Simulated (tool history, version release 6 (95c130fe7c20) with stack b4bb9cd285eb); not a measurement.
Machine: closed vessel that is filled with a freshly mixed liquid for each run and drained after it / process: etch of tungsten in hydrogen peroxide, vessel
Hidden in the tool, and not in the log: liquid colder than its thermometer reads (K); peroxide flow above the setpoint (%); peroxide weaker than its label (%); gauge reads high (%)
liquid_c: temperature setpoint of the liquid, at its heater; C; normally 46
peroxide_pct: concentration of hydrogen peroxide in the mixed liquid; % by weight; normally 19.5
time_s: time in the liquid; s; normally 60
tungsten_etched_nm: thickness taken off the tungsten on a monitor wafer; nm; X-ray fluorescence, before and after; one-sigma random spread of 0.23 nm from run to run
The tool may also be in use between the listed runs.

run	hour	liquid_c	peroxide_pct	time_s	wafers since the last listed run	hours since the thermometer was replaced	hours since the peroxide flow meter was replaced	hours since the drum of peroxide was connected	hours since the gauge calibration	read-back film thickness of the tungsten reference wafer, read on the same gauge (nm)	tungsten_etched_nm
1	0	46	21.5	90	0	1756.8	900.9	600.7	505.9	150	69.19
2	31	46	21.5	90	4320	1787.8	931.9	631.7	536.9	149.99	69.42
3	63.8	46	19.5	60	4571	1820.6	964.7	664.5	569.7	150	43.76
4	75.8	46	19.5	60	1672	1832.6	976.7	676.5	581.7	150.01	44.23
5	90.9	46	19.5	60	2104	1847.7	991.8	691.6	596.8	150.02	43.77
6	118.1	53.5	19.5	60	3790	1874.9	1019	718.8	624	150	70.6
7	138.8	52	19.5	60	2884	1895.6	1039.7	739.5	644.7	149.98	63.16
8	160.4	46	19.5	60	3010	1917.2	1061.3	761.1	666.3	149.98	44.09
9	191.2	46	19.5	60	4292	1948	1092.1	791.9	697.1	149.98	43.96
# hour 199.5: thermometer replaced
10	270.8	46	19.5	60	10953	71.3	1171.7	871.5	776.7	149.99	43.66
11	291.6	46	19.5	60	2898	92.1	1192.5	892.3	797.5	150	44.75
12	322.6	37	13.5	60	4320	123.1	1223.5	923.3	828.5	150.02	20.75
13	346.1	36.5	17.5	30	3274	146.6	1247	946.8	852	149.99	11.41
14	363.5	52	15.5	40	2424	164	1264.4	964.2	869.4	150	38.25
# hour 378.4: new drum of peroxide connected
15	394.3	46	19.5	60	4152	194.8	1295.2	15.9	900.2	150	44.52
16	422.7	50.5	19.5	30	3957	223.2	1323.6	44.3	928.6	149.98	29.31
17	449.9	38	17	85	3790	250.4	1350.8	71.5	955.8	150.01	34.98
18	467	54	22.5	60	2383	267.5	1367.9	88.6	972.9	150.02	78.22
19	553.5	46	19.5	60	12054	354	1454.4	175.1	1059.4	149.99	44.76
20	588.1	46	23.5	60	4821	388.6	1489	209.7	1094	150	49.34
21	612.4	40.5	19.5	60	3386	412.9	1513.3	234	1118.3	150.02	31.75
# hour 622.5: peroxide flow meter replaced
22	638.6	50	25.5	60	3511	439.1	16.1	260.2	1144.5	150	63.28
# hour 646.2: gauge calibrated
23	672.4	46	19.5	60	4710	472.9	49.9	294	26.2	150.01	42.79
24	686.8	46	16.5	60	2006	487.3	64.3	308.4	40.6	149.99	39.94
25	703.7	39	21.5	85	2355	504.2	81.2	325.3	57.5	150.01	40.89
26	727.3	46	19.5	50	3288	527.8	104.8	348.9	81.1	149.99	35.66
27	741.6	46	19.5	60	1992	542.1	119.1	363.2	95.4	149.97	43.31

For run 28, what comes out?
28	762.2	41.5	21.5	35	2870	562.7	139.7	383.8	116	?	?

Run 28 yielded read-back film thickness of the tungsten reference wafer, read on the same gauge (nm) 150.01, tungsten_etched_nm 19.77 nm.
With the hidden condition absent and the run-to-run variation left alone, this run would have shown tungsten_etched_nm 19.4 nm.

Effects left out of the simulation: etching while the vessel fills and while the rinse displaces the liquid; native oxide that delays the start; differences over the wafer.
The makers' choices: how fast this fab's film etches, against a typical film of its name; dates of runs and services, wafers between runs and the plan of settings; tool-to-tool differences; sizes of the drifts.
